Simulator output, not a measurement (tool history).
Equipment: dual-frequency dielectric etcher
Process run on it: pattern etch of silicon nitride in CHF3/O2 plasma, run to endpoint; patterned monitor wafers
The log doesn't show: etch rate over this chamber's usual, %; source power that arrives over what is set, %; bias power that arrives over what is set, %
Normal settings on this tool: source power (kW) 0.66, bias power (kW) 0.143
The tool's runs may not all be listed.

| run | hour | source power (kW) | bias power (kW) | wafers since the last listed run | hours since the last wet clean | hours since the last source power generator calibration | hours since the last bias power generator calibration | hours since the last upper electrode change | incoming incoming film thickness, nm | endpoint time (s) |
|---|---|---|---|---|---|---|---|---|---|---|
| 1 | 0 | 0.66 | 0.143 | 0 | 206.7 | 2315.4 | 565.8 | 2473.5 | 67.8 | 45.6 |
| 2 | 88.5 | 0.66 | 0.143 | 1401 | 295.2 | 2403.9 | 654.3 | 2562 | 67.9 | 45.1 |
| 3 | 171.9 | 0.54 | 0.143 | 1320 | 378.6 | 2487.3 | 737.7 | 2645.4 | 67.9 | 50.7 |
|  | 402.6 | wet clean of the chamber |
| 4 | 473.9 | 0.72 | 0.143 | 4401 | 71.3 | 2789.3 | 1039.7 | 2947.4 | 68.8 | 44.9 |
| 5 | 548 | 0.72 | 0.143 | 1173 | 145.4 | 2863.4 | 1113.8 | 3021.5 | 68 | 44.1 |
| 6 | 655.7 | 0.66 | 0.16 | 1705 | 253.1 | 2971.1 | 1221.5 | 3129.2 | 68 | 44.2 |
| 7 | 735.4 | 0.66 | 0.143 | 1261 | 332.8 | 3050.8 | 1301.2 | 3208.9 | 69 | 45.8 |
| 8 | 776.7 | 0.66 | 0.143 | 653 | 374.1 | 3092.1 | 1342.5 | 3250.2 | 69.1 | 46.1 |
| 9 | 842.5 | 0.66 | 0.143 | 1041 | 439.9 | 3157.9 | 1408.3 | 3316 | 68.7 | 45.6 |
| 10 | 931.2 | 0.66 | 0.143 | 1404 | 528.6 | 3246.6 | 1497 | 3404.7 | 68.5 | 45.3 |
| 11 | 1003.2 | 0.66 | 0.143 | 1140 | 600.6 | 3318.6 | 1569 | 3476.7 | 68.3 | 44.8 |
|  | 1021.8 | bias power generator calibrated |
| 12 | 1061.4 | 0.66 | 0.143 | 858 | 658.8 | 3376.8 | 39.6 | 3534.9 | 68.5 | 44.8 |
|  | 1089.5 | upper electrode replaced |
|  | 1118.1 | wet clean of the chamber |
| 13 | 1118.6 | 0.66 | 0.143 | 145 | 0.5 | 3434 | 96.8 | 29.1 | 68.1 | 46.2 |
| 14 | 1138.8 | 0.66 | 0.143 | 319 | 20.7 | 3454.2 | 117 | 49.3 | 68.6 | 47.2 |
| 15 | 1183.8 | 0.8 | 0.125 | 712 | 65.7 | 3499.2 | 162 | 94.3 | 68.8 | 44.1 |
| 16 | 1257.6 | 0.66 | 0.143 | 1168 | 139.5 | 3573 | 235.8 | 168.1 | 68.7 | 46.8 |
| 17 | 1293.7 | 0.66 | 0.173 | 571 | 175.6 | 3609.1 | 271.9 | 204.2 | 68.8 | 43.6 |
| 18 | 1435.6 | 0.6 | 0.112 | 2246 | 317.5 | 3751 | 413.8 | 346.1 | 68.3 | 52.3 |
| 19 | 1510.3 | 0.53 | 0.164 | 1182 | 392.2 | 3825.7 | 488.5 | 420.8 | 68.7 | 50.2 |
|  | 1590.6 | source power generator calibrated |
| 20 | 1595.2 | 0.6 | 0.113 | 1280 | 477.1 | 4.6 | 573.4 | 505.7 | 68.9 | 50.1 |
| 21 | 1648 | 0.72 | 0.119 | 836 | 529.9 | 57.4 | 626.2 | 558.5 | 68.5 | 44 |
|  | 1705.9 | wet clean of the chamber |
| 22 | 1706.4 | 0.53 | 0.122 | 544 | 0.5 | 115.8 | 684.6 | 616.9 | 68.4 | 54.6 |
| 23 | 1798.4 | 0.53 | 0.143 | 1456 | 92.5 | 207.8 | 776.6 | 708.9 | 69.1 | 51.9 |
| 24 | 1895.7 | 0.59 | 0.131 | 1540 | 189.8 | 305.1 | 873.9 | 806.2 | 68.4 | 49.3 |
| 25 | 1993.3 | 0.66 | 0.143 | 1545 | 287.4 | 402.7 | 971.5 | 903.8 | 68.6 | 44.9 |
| 26 | 2082.5 | 0.52 | 0.176 | 1412 | 376.6 | 491.9 | 1060.7 | 993 | 68.9 | 48 |
| 27 | 2139.2 | 0.66 | 0.119 | 897 | 433.3 | 548.6 | 1117.4 | 1049.7 | 68.5 | 46.7 |
| 28 | 2194.6 | 0.66 | 0.143 | 877 | 488.7 | 604 | 1172.8 | 1105.1 | 69.1 | 44.5 |
| 29 | 2278.2 | 0.66 | 0.143 | 1323 | 572.3 | 687.6 | 1256.4 | 1188.7 | 68.7 | 43.8 |
|  | 2387.1 | wet clean of the chamber |
| 30 | 2563.5 | 0.66 | 0.143 | 4137 | 176.4 | 972.9 | 1541.7 | 1474 | 67.9 | 44.7 |
| 31 | 2652.5 | 0.61 | 0.143 | 1409 | 265.4 | 1061.9 | 1630.7 | 1563 | 69 | 47.5 |
| 32 | 2711.2 | 0.66 | 0.166 | 929 | 324.1 | 1120.6 | 1689.4 | 1621.7 | 68 | 42.7 |
| 33 | 2775 | 0.66 | 0.143 | 1010 | 387.9 | 1184.4 | 1753.2 | 1685.5 | 68.4 | 45 |
| 34 | 2865.5 | 0.62 | 0.143 | 1432 | 478.4 | 1274.9 | 1843.7 | 1776 | 68.4 | 45.8 |

Give the tool's hidden conditions for every run:
bias power that arrives over what is set, %: 0 at every run
H1: etch rate over this chamber's usual, %
H2: source power that arrives over what is set, %
| run | H1 | H2 |
|---|---|---|
| 1 | 0.976 | -2.29 |
| 2 | 1.69 | -2.45 |
| 3 | 2.37 | -2.6 |
| 4 | 0.407 | -3.18 |
| 5 | 1.01 | -3.34 |
| 6 | 1.88 | -3.57 |
| 7 | 2.53 | -3.74 |
| 8 | 2.86 | -3.84 |
| 9 | 3.4 | -3.99 |
| 10 | 4.12 | -4.2 |
| 11 | 4.7 | -4.37 |
| 12 | 5.17 | -4.51 |
| 13 | 0.507 | -4.65 |
| 14 | 0.671 | -4.71 |
| 15 | 1.04 | -4.82 |
| 16 | 1.64 | -5.01 |
| 17 | 1.93 | -5.11 |
| 18 | 3.08 | -5.49 |
| 19 | 3.69 | -5.7 |
| 20 | 4.37 | 0.521 |
| 21 | 4.8 | 0.52 |
| 22 | 0.391 | 0.517 |
| 23 | 1.14 | 0.506 |
| 24 | 1.93 | 0.487 |
| 25 | 2.72 | 0.462 |
| 26 | 3.44 | 0.433 |
| 27 | 3.9 | 0.411 |
| 28 | 4.35 | 0.388 |
| 29 | 5.03 | 0.348 |
| 30 | 1.18 | 0.174 |
| 31 | 1.9 | 0.108 |
| 32 | 2.38 | 0.0607 |
| 33 | 2.9 | 0.00676 |
| 34 | 3.63 | -0.0749 |
